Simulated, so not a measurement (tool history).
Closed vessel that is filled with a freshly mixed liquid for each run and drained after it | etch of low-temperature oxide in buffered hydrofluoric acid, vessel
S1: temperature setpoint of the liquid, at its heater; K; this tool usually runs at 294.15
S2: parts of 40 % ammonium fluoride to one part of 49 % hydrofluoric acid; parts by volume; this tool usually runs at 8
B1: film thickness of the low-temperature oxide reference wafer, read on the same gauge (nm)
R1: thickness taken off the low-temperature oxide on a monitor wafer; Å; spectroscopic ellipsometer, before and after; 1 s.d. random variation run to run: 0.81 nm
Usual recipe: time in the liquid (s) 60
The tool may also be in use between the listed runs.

run 1 hour=0 | S1=294.15 S2=8 time_in_the_liquid_(s)=60 | B1=69.99 | R1=1598.5
run 2 hour=37.1 | S1=294.15 S2=8 time_in_the_liquid_(s)=60 | B1=70.01 | R1=1589.7
run 3 hour=83.7 | S1=294.15 S2=8 time_in_the_liquid_(s)=60 | B1=70.01 | R1=1610
run 4 hour=146.4 | S1=294.15 S2=8 time_in_the_liquid_(s)=60 | B1=70.02 | R1=1596.3
run 5 hour=208.3 | S1=294.15 S2=8 time_in_the_liquid_(s)=60 | B1=70 | R1=1615.9
run 6 hour=235.1 | S1=294.15 S2=8 time_in_the_liquid_(s)=60 | B1=69.98 | R1=1596.5
run 7 hour=299.1 | S1=294.15 S2=8 time_in_the_liquid_(s)=60 | B1=70.01 | R1=1615.9
run 8 hour=336.7 | S1=296.15 S2=8 time_in_the_liquid_(s)=60 | B1=70.01 | R1=1779.7
run 9 hour=397 | S1=296.15 S2=8 time_in_the_liquid_(s)=60 | B1=70 | R1=1800.7
run 10 hour=507.5 | S1=296.15 S2=8 time_in_the_liquid_(s)=60 | B1=70 | R1=1800.3
run 11 hour=539.9 | S1=294.15 S2=8 time_in_the_liquid_(s)=60 | B1=69.98 | R1=1600.1
run 12 hour=611.1 | S1=294.15 S2=7 time_in_the_liquid_(s)=60 | B1=70.01 | R1=1841.8
run 13 hour=660.7 | S1=290.15 S2=11 time_in_the_liquid_(s)=75 | B1=70 | R1=1193.4
run 14 hour=698.4 | S1=294.15 S2=8 time_in_the_liquid_(s)=35 | B1=70.01 | R1=936.6
run 15 hour=829.4 | S1=290.15 S2=8 time_in_the_liquid_(s)=30 | B1=70.02 | R1=640.4
run 16 hour=855.1 | S1=295.65 S2=7 time_in_the_liquid_(s)=70 | B1=70 | R1=2345.9
run 17 hour=880.1 | S1=290.15 S2=11 time_in_the_liquid_(s)=75 | B1=69.99 | R1=1192.3
-- hour=886.7 thermometer replaced
run 18 hour=931.5 | S1=294.15 S2=10 time_in_the_liquid_(s)=75 | B1=70 | R1=1655
-- hour=946.7 gauge calibrated
run 19 hour=998.7 | S1=294.15 S2=8 time_in_the_liquid_(s)=60 | B1=70.01 | R1=1675.3
run 20 hour=1038.7 | S1=297.15 S2=11 time_in_the_liquid_(s)=90 | B1=70 | R1=2191.9
-- hour=1059 hydrofluoric acid flow meter replaced
run 21 hour=1064.9 | S1=294.15 S2=6.5 time_in_the_liquid_(s)=35 | B1=70.02 | R1=1128.2
run 22 hour=1119.3 | S1=294.15 S2=8 time_in_the_liquid_(s)=85 | B1=70 | R1=2235.7
run 23 hour=1160.5 | S1=294.15 S2=9 time_in_the_liquid_(s)=60 | B1=70.02 | R1=1389.1
run 24 hour=1200.7 | S1=294.15 S2=6 time_in_the_liquid_(s)=80 | B1=70.01 | R1=2758.4
run 25 hour=1230.8 | S1=294.15 S2=8 time_in_the_liquid_(s)=60 | B1=70.01 | R1=1579.3
run 26 hour=1254.9 | S1=290.15 S2=6.5 time_in_the_liquid_(s)=35 | B1=70.01 | R1=902.2
run 27 hour=1294.4 | S1=291.65 S2=8 time_in_the_liquid_(s)=60 | B1=70.01 | R1=1364.5
run 28 hour=1345.8 | S1=294.15 S2=6.5 time_in_the_liquid_(s)=85 | B1=70 | R1=2729.7
run 29 hour=1407.5 | S1=296.65 S2=8 time_in_the_liquid_(s)=90 | B1=70.03 | R1=2717.4
run 30 hour=1450.6 | S1=294.15 S2=8 time_in_the_liquid_(s)=60 | B1=70 | R1=1574
run 31 hour=1494.9 | S1=294.15 S2=8 time_in_the_liquid_(s)=75 | B1=69.99 | R1=1991.6
run 32 hour=1557.1 | S1=294.15 S2=8 time_in_the_liquid_(s)=60 | B1=70 | R1=1583.5

List, for all runs, the conditions of the tool that the log does not record:
gauge reads high (%): 0 in every run
H1: liquid colder than its thermometer reads (K)
H2: hydrofluoric acid flow above the setpoint (%)
run=1 H1=0.188 H2=2.86
run=2 H1=0.204 H2=2.96
run=3 H1=0.225 H2=3.09
run=4 H1=0.252 H2=3.27
run=5 H1=0.279 H2=3.44
run=6 H1=0.291 H2=3.51
run=7 H1=0.318 H2=3.69
run=8 H1=0.335 H2=3.8
run=9 H1=0.361 H2=3.97
run=10 H1=0.409 H2=4.28
run=11 H1=0.423 H2=4.37
run=12 H1=0.454 H2=4.56
run=13 H1=0.476 H2=4.7
run=14 H1=0.493 H2=4.81
run=15 H1=0.55 H2=5.17
run=16 H1=0.561 H2=5.25
run=17 H1=0.572 H2=5.32
run=18 H1=0.025 H2=5.46
run=19 H1=0.0543 H2=5.65
run=20 H1=0.0717 H2=5.76
run=21 H1=0.0832 H2=0.451
run=22 H1=0.107 H2=0.603
run=23 H1=0.125 H2=0.718
run=24 H1=0.142 H2=0.83
run=25 H1=0.155 H2=0.914
run=26 H1=0.166 H2=0.981
run=27 H1=0.183 H2=1.09
run=28 H1=0.206 H2=1.23
run=29 H1=0.232 H2=1.41
run=30 H1=0.251 H2=1.53
run=31 H1=0.271 H2=1.65
run=32 H1=0.298 H2=1.82

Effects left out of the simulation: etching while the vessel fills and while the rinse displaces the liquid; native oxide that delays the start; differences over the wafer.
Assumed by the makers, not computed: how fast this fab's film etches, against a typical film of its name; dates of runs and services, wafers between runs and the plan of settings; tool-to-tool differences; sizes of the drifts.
